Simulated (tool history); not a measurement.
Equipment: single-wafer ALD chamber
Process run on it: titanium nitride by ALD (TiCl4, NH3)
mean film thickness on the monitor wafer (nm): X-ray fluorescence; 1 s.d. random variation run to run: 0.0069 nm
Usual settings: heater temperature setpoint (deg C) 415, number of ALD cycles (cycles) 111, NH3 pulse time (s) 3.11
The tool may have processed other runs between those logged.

run,day,heater temperature setpoint (deg C),number of ALD cycles (cycles),NH3 pulse time (s),"read-back reference wafer on the same gauge, thickness_nm",mean film thickness on the monitor wafer (nm)
1,0,415,111,3.11,3.211,2.831
2,0.754,415,111,3.11,3.214,2.831
3,1.438,415,111,3.11,3.214,2.83
4,2.15,415,111,3.11,3.215,2.821
5,3.096,415,111,3.11,3.217,2.821
6,4.379,415,111,3.11,3.217,2.829
7,5.492,415,111,3.11,3.217,2.835
8,6.904,415,118,3.11,3.218,3.001
9,8.283,415,118,3.11,3.223,3.011
10,9.288,415,118,3.11,3.221,3.02
11,10.675,415,111,3.11,3.225,2.828
12,11.979,415,111,3.11,3.228,2.829
13,12.671,415,111,3.11,3.23,2.83
14,13.838,407,118,3.11,3.226,2.998
15,14.433,407,118,3.11,3.23,3.012
16,15.012,415,111,3.11,3.228,2.843
17,16.183,415,133,4.02,3.231,3.424
18,17.379,405,94,3.11,3.238,2.395
# day 18.25: showerhead replaced
19,18.271,415,117,3.11,3.235,3.001
20,19.358,415,98,3.11,3.237,2.507
21,20.304,415,111,3.11,3.234,2.843
22,21.038,402,92,2.04,3.238,2.294
# day 21.5: gauge calibrated
# day 21.854: thermocouple changed; heater temperature recalibrated
23,22.325,407,117,1.91,3.146,2.837
24,23.629,415,111,3.11,3.148,2.768
25,24.421,409,90,3.85,3.15,2.254
26,25.767,423,95,2.23,3.149,2.339
27,27.179,410,89,2.26,3.152,2.182
28,28.038,415,127,2.15,3.153,3.122
29,29.379,415,111,3.11,3.153,2.782
30,30.146,420,127,2.41,3.156,3.152
31,31.346,415,111,3.11,3.154,2.768
32,31.975,407,117,1.91,3.155,2.838
33,32.658,415,126,3.86,3.158,3.165
34,33.658,406,105,4.05,3.158,2.642
35,34.996,415,111,3.11,3.16,2.763
36,35.604,428,105,3.11,3.161,2.63
37,36.612,423,111,2.13,3.164,2.749
38,37.75,415,111,4.16,3.165,2.805
39,41.592,424,100,2.31,3.173,2.488
40,42.992,426,111,4.05,3.171,2.801

Below, some changes in mean film thickness on the monitor wafer (nm) between adjacent runs. For each, the amount present without the hidden state too (settings, incoming material, random variation) and the amount remaining for the hidden state with gauge scatter not shared by both compared results:
What the log doesn't record here: wafer temperature above the value expected at the setpoint (K); gauge reads high (%).
Run 16 -> 17: number of ALD cycles (cycles) 111 -> 133, NH3 pulse time (s) 3.11 -> 4.02. mean film thickness on the monitor wafer (nm) +0.581: hidden state +0.015, all else +0.566.
Run 17 -> 18: heater temperature setpoint (deg C) 415 -> 405, number of ALD cycles (cycles) 133 -> 94, NH3 pulse time (s) 4.02 -> 3.11. mean film thickness on the monitor wafer (nm) -1.029: hidden state -0.022, all else -1.007.
Run 18 -> 19: heater temperature setpoint (deg C) 405 -> 415, number of ALD cycles (cycles) 94 -> 117, showerhead replaced. mean film thickness on the monitor wafer (nm) +0.606: hidden state +0.015, all else +0.591.
Run 22 -> 23: heater temperature setpoint (deg C) 402 -> 407, number of ALD cycles (cycles) 92 -> 117, NH3 pulse time (s) 2.04 -> 1.91, gauge calibrated, thermocouple changed; heater temperature recalibrated. mean film thickness on the monitor wafer (nm) +0.543: hidden state -0.068, all else +0.611.
Run 27 -> 28: heater temperature setpoint (deg C) 410 -> 415, number of ALD cycles (cycles) 89 -> 127, NH3 pulse time (s) 2.26 -> 2.15. mean film thickness on the monitor wafer (nm) +0.94: hidden state -0.001, all else +0.941.
